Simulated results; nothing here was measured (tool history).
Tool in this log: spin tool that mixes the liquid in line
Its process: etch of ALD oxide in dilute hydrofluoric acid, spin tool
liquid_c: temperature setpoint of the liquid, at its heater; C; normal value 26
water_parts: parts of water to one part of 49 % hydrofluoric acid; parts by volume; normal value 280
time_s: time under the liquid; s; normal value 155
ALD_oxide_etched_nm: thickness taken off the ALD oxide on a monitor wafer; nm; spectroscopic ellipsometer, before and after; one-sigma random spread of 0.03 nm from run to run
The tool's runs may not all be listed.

| run | hour | liquid_c | water_parts | time_s | wafers since the last listed run | hours since the thermometer was replaced | hours since the hydrofluoric acid flow meter was replaced | hours since the gauge calibration | read-back film thickness of the ALD oxide reference wafer, read on the same gauge (nm) | ALD_oxide_etched_nm |
|---|---|---|---|---|---|---|---|---|---|---|
| 1 | 0 | 26 | 280 | 155 | 0 | 775.4 | 657.4 | 655.3 | 120.007 | 4.871 |
| 2 | 28.7 | 26 | 280 | 155 | 123 | 804.1 | 686.1 | 684 | 120.028 | 4.954 |
| 3 | 75.9 | 26 | 280 | 180 | 203 | 851.3 | 733.3 | 731.2 | 119.97 | 5.723 |
| 4 | 136.8 | 26 | 190 | 200 | 262 | 912.2 | 794.2 | 792.1 | 120.067 | 10.37 |
| 5 | 207.8 | 26 | 190 | 200 | 305 | 983.2 | 865.2 | 863.1 | 120.031 | 10.385 |
| 6 | 266 | 26 | 190 | 200 | 250 | 1041.4 | 923.4 | 921.3 | 119.944 | 10.462 |
| 7 | 292.4 | 27.5 | 280 | 190 | 113 | 1067.8 | 949.8 | 947.7 | 119.981 | 6.446 |
| 8 | 331.1 | 27.5 | 280 | 190 | 166 | 1106.5 | 988.5 | 986.4 | 120.024 | 6.427 |
| 9 | 358.4 | 27.5 | 280 | 190 | 117 | 1133.8 | 1015.8 | 1013.7 | 119.996 | 6.39 |
| 10 | 397.1 | 26 | 280 | 155 | 166 | 1172.5 | 1054.5 | 1052.4 | 119.994 | 4.946 |
| 11 | 448.1 | 26 | 280 | 155 | 219 | 1223.5 | 1105.5 | 1103.4 | 120.012 | 4.94 |
| 12 | 480.4 | 26 | 280 | 155 | 139 | 1255.8 | 1137.8 | 1135.7 | 120.004 | 4.921 |
|  | 491.7 | gauge calibrated |
|  | 521.3 | thermometer replaced |
| 13 | 558.7 | 21.5 | 280 | 115 | 332 | 37.4 | 1216.1 | 67 | 119.981 | 3.122 |
|  | 580.9 | hydrofluoric acid flow meter replaced |
| 14 | 597.9 | 26 | 280 | 230 | 164 | 76.6 | 17 | 106.2 | 120.051 | 7.389 |
| 15 | 625.4 | 23.5 | 355 | 80 | 118 | 104.1 | 44.5 | 133.7 | 119.997 | 1.701 |
| 16 | 688.8 | 26 | 280 | 155 | 272 | 167.5 | 107.9 | 197.1 | 120.008 | 4.93 |
| 17 | 735.4 | 26 | 225 | 115 | 200 | 214.1 | 154.5 | 243.7 | 119.997 | 4.83 |
| 18 | 779.4 | 27.5 | 365 | 205 | 189 | 258.1 | 198.5 | 287.7 | 119.99 | 4.815 |
| 19 | 819.6 | 21.5 | 280 | 155 | 173 | 298.3 | 238.7 | 327.9 | 119.989 | 4.233 |
| 20 | 886.2 | 28.5 | 280 | 155 | 286 | 364.9 | 305.3 | 394.5 | 120.057 | 5.424 |
| 21 | 928.5 | 21.5 | 280 | 115 | 182 | 407.2 | 347.6 | 436.8 | 119.962 | 3.127 |
| 22 | 958.8 | 26 | 280 | 155 | 130 | 437.5 | 377.9 | 467.1 | 119.98 | 4.92 |
| 23 | 991 | 26 | 170 | 100 | 138 | 469.7 | 410.1 | 499.3 | 120.031 | 5.923 |
| 24 | 1024.5 | 22 | 280 | 155 | 144 | 503.2 | 443.6 | 532.8 | 120.012 | 4.302 |
| 25 | 1062.8 | 26 | 280 | 155 | 164 | 541.5 | 481.9 | 571.1 | 119.961 | 4.918 |

What if the next run were any one of these 4? Each begins from the tool's condition after run 25:
| A | 1063.3 | 26 | 280 | 130 | 2 | 542 | 482.4 | 571.6 | ? | ? |
| B | 1063.3 | 27.5 | 345 | 190 | 2 | 542 | 482.4 | 571.6 | ? | ? |
| C | 1063.3 | 23.5 | 280 | 155 | 2 | 542 | 482.4 | 571.6 | ? | ? |
| D | 1063.3 | 23.5 | 385 | 190 | 2 | 542 | 482.4 | 571.6 | ? | ? |

| run | read-back film thickness of the ALD oxide reference wafer, read on the same gauge (nm) | ALD_oxide_etched_nm |
|---|---|---|
| A | 120 | 4.184 |
| B | 120 | 4.883 |
| C | 120 | 4.573 |
| D | 120 | 3.695 |
Without the tool's unlogged condition, the same runs would have read:
| run | ALD_oxide_etched_nm |
|---|---|
| A | 4.184 |
| B | 4.883 |
| C | 4.573 |
| D | 3.695 |
